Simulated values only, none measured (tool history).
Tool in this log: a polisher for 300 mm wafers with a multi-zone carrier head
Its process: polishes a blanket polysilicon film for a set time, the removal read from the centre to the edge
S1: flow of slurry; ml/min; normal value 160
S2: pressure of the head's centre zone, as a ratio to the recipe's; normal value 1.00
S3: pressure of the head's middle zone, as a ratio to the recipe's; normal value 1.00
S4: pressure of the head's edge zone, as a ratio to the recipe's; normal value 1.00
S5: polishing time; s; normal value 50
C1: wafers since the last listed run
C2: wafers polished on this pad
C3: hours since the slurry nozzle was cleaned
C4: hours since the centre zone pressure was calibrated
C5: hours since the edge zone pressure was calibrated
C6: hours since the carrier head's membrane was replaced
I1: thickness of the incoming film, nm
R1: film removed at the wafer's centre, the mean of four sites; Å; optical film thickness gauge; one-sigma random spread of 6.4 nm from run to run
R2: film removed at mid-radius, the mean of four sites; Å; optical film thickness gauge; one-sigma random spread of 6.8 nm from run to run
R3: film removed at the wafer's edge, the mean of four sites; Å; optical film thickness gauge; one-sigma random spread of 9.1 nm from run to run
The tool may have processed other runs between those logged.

run	hour	S1	S2	S3	S4	S5	C1	C2	C3	C4	C5	C6	I1	R1	R2	R3
1	0.0	160	1.00	1.00	1.00	45	0	1727	402.7	378.1	446.8	244.2	1849.0	5474	5467	5556
2	51.8	160	1.00	1.00	1.00	45	599	2326	454.5	429.9	498.6	296.0	1830.1	5424	5497	5399
3	114.8	160	1.00	1.00	1.00	45	728	3055	517.5	492.9	561.6	359.0	1833.7	5544	5395	5372
# hour 121.7: worn pad replaced by a new one
4	140.0	160	1.00	1.00	1.00	50	245	211	542.7	518.1	586.8	384.2	1817.5	6187	6201	6376
# hour 173.5: slurry nozzle cleaned
5	205.4	160	1.00	1.00	1.00	50	745	956	31.9	583.5	652.2	449.6	1860.2	6190	6178	6171
6	252.6	160	1.00	1.00	1.00	50	546	1502	79.1	630.7	699.4	496.8	1802.9	6051	6203	6024
7	277.8	160	1.00	1.00	1.00	50	291	1794	104.3	655.9	724.6	522.0	1806.2	6043	6028	6198
# hour 288.6: centre zone pressure recalibrated
8	327.9	160	1.00	1.00	1.00	50	556	2350	154.4	39.3	774.7	572.1	1836.0	6002	5935	5996
# hour 361.6: worn pad replaced by a new one
9	399.2	160	1.00	1.00	1.00	50	778	434	225.7	110.6	846.0	643.4	1821.3	6207	6179	6267
10	442.5	160	1.00	1.00	1.00	50	500	935	269.0	153.9	889.3	686.7	1832.9	6132	6040	6008
# hour 585.5: worn pad replaced by a new one
# hour 610.1: edge zone pressure recalibrated
11	637.2	160	1.00	1.00	1.00	50	2182	574	463.7	348.6	27.1	881.4	1828.0	6197	6259	6351
# hour 649.9: carrier head's membrane replaced by a new one
12	675.4	180	0.91	1.00	1.00	59	384	958	501.9	386.8	65.3	25.5	1838.3	6695	7310	7364
# hour 722.6: slurry nozzle cleaned
13	742.4	200	1.00	1.09	1.00	38	763	1722	19.8	453.8	132.3	92.5	1812.2	4779	5137	4770
14	782.4	135	1.00	1.00	0.89	62	462	2185	59.8	493.8	172.3	132.5	1825.4	7346	7307	7194
# hour 791.8: worn pad replaced by a new one
15	824.5	180	1.00	1.00	1.05	50	440	378	101.9	535.9	214.4	174.6	1814.0	6422	6317	6411
# hour 856.4: centre zone pressure recalibrated
16	857.4	205	1.00	1.00	1.00	39	357	735	134.8	1.0	247.3	207.5	1826.3	4992	4931	4951

For run 17, what comes out?
17	908.2	160	1.00	0.91	1.00	50	587	1323	185.6	51.8	298.1	258.3	1810.7	?	?	?

R1: 6122 Å
R2: 5543 Å
R3: 6216 Å
Minus the tool's unlogged condition, the same run would have read R1 6474 Å, R2 5861 Å, R3 6573 Å.

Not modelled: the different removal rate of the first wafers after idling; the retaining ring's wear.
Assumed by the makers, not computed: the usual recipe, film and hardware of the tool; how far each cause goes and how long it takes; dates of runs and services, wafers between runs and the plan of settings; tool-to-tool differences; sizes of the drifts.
